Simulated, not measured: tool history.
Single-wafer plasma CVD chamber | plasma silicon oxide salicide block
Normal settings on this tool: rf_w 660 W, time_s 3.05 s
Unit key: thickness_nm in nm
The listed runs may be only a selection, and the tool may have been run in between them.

| run | hour | rf_w | time_s | read-back reference wafer on the same gauge, thickness_nm | thickness_nm |
|---|---|---|---|---|---|
| 1 | 0 | 605 | 2.87 | 34.147 | 30.726 |
| 2 | 38.1 | 605 | 2.87 | 34.019 | 30.663 |
| 3 | 76.3 | 605 | 2.87 | 34.037 | 30.632 |
| 4 | 137.5 | 660 | 3.05 | 34.09 | 33.935 |
| 5 | 192 | 660 | 3.05 | 34.094 | 33.419 |
| 6 | 269.6 | 660 | 3.05 | 34.112 | 33.501 |
|  | 337 | gauge calibrated |
| 7 | 346.7 | 660 | 3.05 | 34.047 | 33.212 |
| 8 | 430.4 | 660 | 3.05 | 34.108 | 33.648 |
| 9 | 513.5 | 755 | 3.05 | 34.083 | 34.452 |
| 10 | 556 | 660 | 3.05 | 34.136 | 33.643 |
| 11 | 633.7 | 660 | 3.05 | 34.144 | 33.274 |
| 12 | 719.1 | 660 | 3.05 | 34.14 | 33.361 |
| 13 | 783.4 | 660 | 3.05 | 34.096 | 33.329 |
| 14 | 1027.2 | 660 | 3.05 | 34.134 | 33.682 |
| 15 | 1070.4 | 660 | 3.36 | 34.027 | 36.592 |
|  | 1082.5 | RF generator calibrated |
| 16 | 1136.4 | 660 | 3.05 | 34.109 | 32.787 |
| 17 | 1209.8 | 745 | 3.05 | 34.123 | 33.828 |
|  | 1239.4 | showerhead replaced |
| 18 | 1292.6 | 785 | 2.8 | 34.114 | 31.669 |
| 19 | 1399.7 | 610 | 3.05 | 34.088 | 32.073 |
| 20 | 1438 | 570 | 2.7 | 34.028 | 27.515 |
| 21 | 1497.5 | 660 | 2.77 | 34.133 | 29.872 |
| 22 | 1575.1 | 780 | 2.66 | 34.109 | 29.964 |
|  | 1613.2 | RF generator calibrated, repeated, since the last time left the tool worse |
|  | 1635.9 | gauge calibrated |
| 23 | 1650 | 745 | 3.05 | 34.127 | 34.824 |
| 24 | 1713.2 | 710 | 3.21 | 34.099 | 36.254 |
| 25 | 1754.3 | 730 | 3.59 | 34.147 | 40.487 |
| 26 | 1834 | 660 | 3.05 | 34.074 | 33.422 |
| 27 | 1926.7 | 695 | 2.75 | 34.077 | 30.811 |
| 28 | 1998.3 | 595 | 2.6 | 34.114 | 27.819 |
| 29 | 2058.1 | 660 | 2.87 | 34.093 | 31.298 |
| 30 | 2131.1 | 660 | 3.05 | 34.087 | 33.45 |
| 31 | 2221.6 | 660 | 3.05 | 34.124 | 33.27 |
| 32 | 2326.5 | 660 | 3.05 | 34.136 | 33.348 |

Branching from run 32: 4 alternative next runs. What would each branch give?
| A | 2326.9 | 660 | 3.05 | ? | ? |
| B | 2326.9 | 730 | 3.05 | ? | ? |
| C | 2326.9 | 695 | 3.64 | ? | ? |
| D | 2326.9 | 595 | 2.61 | ? | ? |

| run | read-back reference wafer on the same gauge, thickness_nm | thickness_nm |
|---|---|---|
| A | 34.051 | 33.305 |
| B | 34.051 | 34.317 |
| C | 34.051 | 40.362 |
| D | 34.051 | 27.637 |
Take away the tool's hidden state, keep each run's random variation, and the runs would have read:
| run | thickness_nm |
|---|---|
| A | 33.538 |
| B | 34.557 |
| C | 40.645 |
| D | 27.831 |
